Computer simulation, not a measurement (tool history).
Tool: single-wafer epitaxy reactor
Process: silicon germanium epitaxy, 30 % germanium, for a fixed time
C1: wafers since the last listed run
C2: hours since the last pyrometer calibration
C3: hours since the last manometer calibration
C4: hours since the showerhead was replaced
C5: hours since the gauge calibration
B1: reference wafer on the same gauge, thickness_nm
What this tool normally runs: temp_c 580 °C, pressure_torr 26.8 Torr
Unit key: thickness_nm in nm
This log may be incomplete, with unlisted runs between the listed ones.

Run 1, hour 0: usual settings but temp_c 585 °C; C1 0; C2 720.6; C3 727.6; C4 2053.4; C5 53.5; B1 37.614. Result: thickness_nm 46.081 nm.
Run 2, hour 37.2: usual settings but temp_c 585 °C; C1 668; C2 757.8; C3 764.8; C4 2090.6; C5 90.7; B1 37.585. Result: thickness_nm 46.03 nm.
Run 3, hour 64.6: usual settings; C1 492; C2 785.2; C3 792.2; C4 2118; C5 118.1; B1 37.596. Result: thickness_nm 41.816 nm.
Run 4, hour 114.4: usual settings; C1 895; C2 835; C3 842; C4 2167.8; C5 167.9; B1 37.598. Result: thickness_nm 41.555 nm.
Run 5, hour 277.6: usual settings; C1 2934; C2 998.2; C3 1005.2; C4 2331; C5 331.1; B1 37.579. Result: thickness_nm 41.499 nm.
Run 6, hour 313.8: usual settings; C1 650; C2 1034.4; C3 1041.4; C4 2367.2; C5 367.3; B1 37.618. Result: thickness_nm 41.462 nm.
Run 7, hour 338.2: usual settings; C1 438; C2 1058.8; C3 1065.8; C4 2391.6; C5 391.7; B1 37.614. Result: thickness_nm 41.541 nm.
At hour 419.9: capacitance manometer re-zeroed and calibrated.
Run 8, hour 512.1: usual settings; C1 2982; C2 1232.7; C3 92.2; C4 2565.5; C5 565.6; B1 37.582. Result: thickness_nm 42.477 nm.
At hour 555.4: gauge calibrated.
Run 9, hour 558: usual settings but temp_c 571 °C; C1 825; C2 1278.6; C3 138.1; C4 2611.4; C5 2.6; B1 37.592. Result: thickness_nm 35.965 nm.
Run 10, hour 605.4: usual settings; C1 852; C2 1326; C3 185.5; C4 2658.8; C5 50; B1 37.605. Result: thickness_nm 42.934 nm.
Run 11, hour 657.1: usual settings but temp_c 573 °C, pressure_torr 32.6 Torr; C1 929; C2 1377.7; C3 237.2; C4 2710.5; C5 101.7; B1 37.606. Result: thickness_nm 39.655 nm.
Run 12, hour 697.7: usual settings; C1 729; C2 1418.3; C3 277.8; C4 2751.1; C5 142.3; B1 37.616. Result: thickness_nm 42.661 nm.
Run 13, hour 738.9: usual settings; C1 740; C2 1459.5; C3 319; C4 2792.3; C5 183.5; B1 37.609. Result: thickness_nm 42.502 nm.
At hour 770.4: pyrometer calibrated.
Run 14, hour 771: usual settings; C1 433; C2 0.6; C3 351.1; C4 2824.4; C5 215.6; B1 37.607. Result: thickness_nm 42.511 nm.
At hour 806.7: showerhead replaced.
Run 15, hour 864.3: usual settings but temp_c 567 °C, pressure_torr 31.9 Torr; C1 1533; C2 93.9; C3 444.4; C4 57.6; C5 308.9; B1 37.644. Result: thickness_nm 34.98 nm.
Run 16, hour 892.8: usual settings but temp_c 586 °C; C1 512; C2 122.4; C3 472.9; C4 86.1; C5 337.4; B1 37.6. Result: thickness_nm 47.468 nm.
Run 17, hour 950.8: usual settings but temp_c 594 °C, pressure_torr 20.8 Torr; C1 1042; C2 180.4; C3 530.9; C4 144.1; C5 395.4; B1 37.604. Result: thickness_nm 51.156 nm.
Run 18, hour 1009.3: usual settings but temp_c 586 °C, pressure_torr 29.4 Torr; C1 1051; C2 238.9; C3 589.4; C4 202.6; C5 453.9; B1 37.602. Result: thickness_nm 48.986 nm.
Run 19, hour 1041.3: usual settings; C1 575; C2 270.9; C3 621.4; C4 234.6; C5 485.9; B1 37.592. Result: thickness_nm 42.357 nm.
Run 20, hour 1095.3: usual settings but temp_c 587 °C, pressure_torr 20.9 Torr; C1 970; C2 324.9; C3 675.4; C4 288.6; C5 539.9; B1 37.586. Result: thickness_nm 44.768 nm.

Below are 5 alternative next runs, each starting from the tool's condition after run 20. Predict each:
Run A, hour 1095.7: usual settings but temp_c 570 °C; C1 7; C2 325.3; C3 675.8; C4 289; C5 540.3; B1 ?. Result: thickness_nm ?.
Run B, hour 1095.7: usual settings but pressure_torr 21.3 Torr; C1 7; C2 325.3; C3 675.8; C4 289; C5 540.3; B1 ?. Result: thickness_nm ?.
Run C, hour 1095.7: usual settings but temp_c 588 °C; C1 7; C2 325.3; C3 675.8; C4 289; C5 540.3; B1 ?. Result: thickness_nm ?.
Run D, hour 1095.7: usual settings but temp_c 590 °C, pressure_torr 23.6 Torr; C1 7; C2 325.3; C3 675.8; C4 289; C5 540.3; B1 ?. Result: thickness_nm ?.
Run E, hour 1095.7: usual settings but pressure_torr 21.9 Torr; C1 7; C2 325.3; C3 675.8; C4 289; C5 540.3; B1 ?. Result: thickness_nm ?.

run      B1  thickness_nm
  A  37.603         34.75
  B  37.603        39.374
  C  37.603         49.17
  D  37.603        49.101
  E  37.603        39.699
Without the tool's hidden state the same runs would have given:
run  thickness_nm
  A        35.016
  B        39.677
  C        49.547
  D        49.478
  E        40.004
